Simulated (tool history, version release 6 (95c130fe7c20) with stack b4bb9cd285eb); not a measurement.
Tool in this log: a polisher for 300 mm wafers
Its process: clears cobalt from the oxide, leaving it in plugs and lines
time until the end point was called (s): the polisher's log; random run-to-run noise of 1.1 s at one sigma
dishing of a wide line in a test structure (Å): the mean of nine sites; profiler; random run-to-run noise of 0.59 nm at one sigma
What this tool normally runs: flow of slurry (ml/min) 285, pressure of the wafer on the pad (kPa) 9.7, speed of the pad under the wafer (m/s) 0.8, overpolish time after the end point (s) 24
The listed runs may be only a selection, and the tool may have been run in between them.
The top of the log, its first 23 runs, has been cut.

run	hour	flow of slurry (ml/min)	pressure of the wafer on the pad (kPa)	speed of the pad under the wafer (m/s)	overpolish time after the end point (s)	wafers since the last listed run	wafers polished on this pad	hours since the slurry nozzle was cleaned	hours since the head pressure was calibrated	incoming thickness of the incoming film, nm	time until the end point was called (s)	dishing of a wide line in a test structure (Å)
# hour 1652.3: slurry nozzle cleaned
24	1665.4	285	9.7	0.8	11	631	4246	13.1	1168.8	247.8	81.5	260
# hour 1710.9: head pressure recalibrated
# hour 1770.8: worn pad replaced by a new one
25	1771.3	250	9.7	0.8	24	602	2	119	60.4	251.7	77.9	406
26	1839.8	285	9.7	1.06	28	413	416	187.5	128.9	250	64.6	446
27	1918	285	9.7	0.88	29	471	888	265.7	207.1	252.3	74.5	430
28	2012.6	225	8.3	0.8	24	570	1459	360.3	301.7	248	87.6	378
29	2091.5	350	6.9	0.8	11	476	1935	439.2	380.6	248.8	92.6	240
30	2174.7	225	6.2	0.96	31	502	2437	522.4	463.8	250.4	89.3	418
31	2227.7	235	9.7	0.96	31	319	2757	575.4	516.8	248.2	70.8	443
# hour 2305.8: slurry nozzle cleaned
32	2488.6	285	9.7	0.8	24	1568	4326	182.8	777.7	248.4	80.8	389
33	2534.9	285	9.7	0.8	24	279	4605	229.1	824	251.2	81.3	395
# hour 2539.3: worn pad replaced by a new one
34	2610.9	230	11	0.56	16	434	431	305.1	900	251.5	92.8	305

Branching from run 34: 4 alternative next runs. What would each branch give?
A	2611.4	285	12.4	0.8	24	3	434	305.6	900.5	246.8	?	?
B	2611.4	225	11.7	0.64	14	3	434	305.6	900.5	246.8	?	?
C	2611.4	230	9.7	0.8	24	3	434	305.6	900.5	246.8	?	?
D	2611.4	350	6.2	0.68	28	3	434	305.6	900.5	246.8	?	?

run	time until the end point was called (s)	dishing of a wide line in a test structure (Å)
A	66.5	420
B	80.4	298
C	79.2	395
D	107.9	372
Without the tool's hidden state the same runs would have given:
run	time until the end point was called (s)	dishing of a wide line in a test structure (Å)
A	64	425
B	77.5	305
C	76.3	401
D	103.9	378
